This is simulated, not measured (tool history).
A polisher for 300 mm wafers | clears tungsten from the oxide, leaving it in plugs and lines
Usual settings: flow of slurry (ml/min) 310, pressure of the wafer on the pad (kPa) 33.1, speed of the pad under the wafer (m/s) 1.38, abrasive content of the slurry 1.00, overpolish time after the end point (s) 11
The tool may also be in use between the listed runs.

| run | hour | flow of slurry (ml/min) | pressure of the wafer on the pad (kPa) | speed of the pad under the wafer (m/s) | abrasive content of the slurry | overpolish time after the end point (s) | wafers since the last listed run | wafers polished on this pad | hours since the slurry nozzle was cleaned | hours since the head pressure was calibrated | hours since the slurry blender was calibrated | hours since the slurry got fresh peroxide | incoming thickness of the incoming film, nm | time until the end point was called (s) |
|---|---|---|---|---|---|---|---|---|---|---|---|---|---|---|
| 1 | 0.0 | 310 | 33.1 | 1.52 | 1.00 | 11 | 0 | 800 | 707.9 | 1161.2 | 98.8 | 253.6 | 330.7 | 39.3 |
|  | 59.8 | slurry nozzle cleaned |
| 2 | 67.5 | 310 | 33.1 | 1.52 | 1.00 | 11 | 960 | 1760 | 7.7 | 1228.7 | 166.3 | 321.1 | 327.9 | 39.5 |
| 3 | 118.5 | 310 | 33.1 | 1.52 | 1.00 | 11 | 736 | 2497 | 58.7 | 1279.7 | 217.3 | 372.1 | 332.7 | 41.6 |
|  | 152.2 | slurry tank refilled with fresh slurry and peroxide |
| 4 | 154.9 | 310 | 33.1 | 1.26 | 1.00 | 11 | 511 | 3008 | 95.1 | 1316.1 | 253.7 | 2.7 | 329.8 | 46.8 |
|  | 165.7 | head pressure recalibrated |
| 5 | 185.1 | 310 | 33.1 | 1.26 | 1.00 | 11 | 407 | 3415 | 125.3 | 19.4 | 283.9 | 32.9 | 331.9 | 50.3 |
| 6 | 288.3 | 310 | 33.1 | 1.26 | 1.00 | 11 | 1489 | 4905 | 228.5 | 122.6 | 387.1 | 136.1 | 328.8 | 50.4 |
|  | 308.4 | worn pad replaced by a new one |
|  | 311.5 | slurry blender recalibrated |
| 7 | 318.4 | 310 | 33.1 | 1.38 | 1.00 | 11 | 347 | 115 | 258.6 | 152.7 | 6.9 | 166.2 | 328.8 | 42.5 |
| 8 | 355.8 | 235 | 25.5 | 1.38 | 1.00 | 11 | 539 | 655 | 296.0 | 190.1 | 44.3 | 203.6 | 331.8 | 58.0 |
| 9 | 381.6 | 310 | 33.1 | 1.38 | 1.20 | 11 | 372 | 1027 | 321.8 | 215.9 | 70.1 | 229.4 | 328.9 | 40.6 |
|  | 540.7 | slurry tank refilled with fresh slurry and peroxide |
| 10 | 587.1 | 210 | 42.1 | 1.64 | 1.00 | 17 | 2952 | 3980 | 527.3 | 421.4 | 275.6 | 46.4 | 330.8 | 31.5 |
| 11 | 627.1 | 310 | 33.1 | 1.38 | 1.00 | 11 | 577 | 4557 | 567.3 | 461.4 | 315.6 | 86.4 | 334.3 | 46.8 |
|  | 684.9 | worn pad replaced by a new one |
| 12 | 685.4 | 235 | 33.1 | 1.38 | 1.20 | 11 | 783 | 7 | 625.6 | 519.7 | 373.9 | 144.7 | 326.4 | 39.4 |
|  | 705.1 | slurry blender recalibrated |
| 13 | 726.4 | 310 | 33.1 | 1.52 | 1.20 | 11 | 563 | 570 | 666.6 | 560.7 | 21.3 | 185.7 | 331.6 | 37.0 |
| 14 | 752.8 | 350 | 43.4 | 1.38 | 0.75 | 13 | 381 | 951 | 693.0 | 587.1 | 47.7 | 212.1 | 330.5 | 36.1 |
|  | 771.6 | slurry nozzle cleaned |
| 15 | 812.8 | 310 | 37.9 | 1.38 | 1.00 | 11 | 851 | 1802 | 41.2 | 647.1 | 107.7 | 272.1 | 329.1 | 37.5 |

The next listed run, before its measurement:
| 16 | 979.1 | 375 | 22.1 | 1.64 | 1.00 | 5 | 2400 | 4203 | 207.5 | 813.4 | 274.0 | 438.4 | 326.2 | ? |

Run 16 gave time until the end point was called (s) 56.8.
Without the tool's hidden state the same run would have given time until the end point was called (s) 51.9.
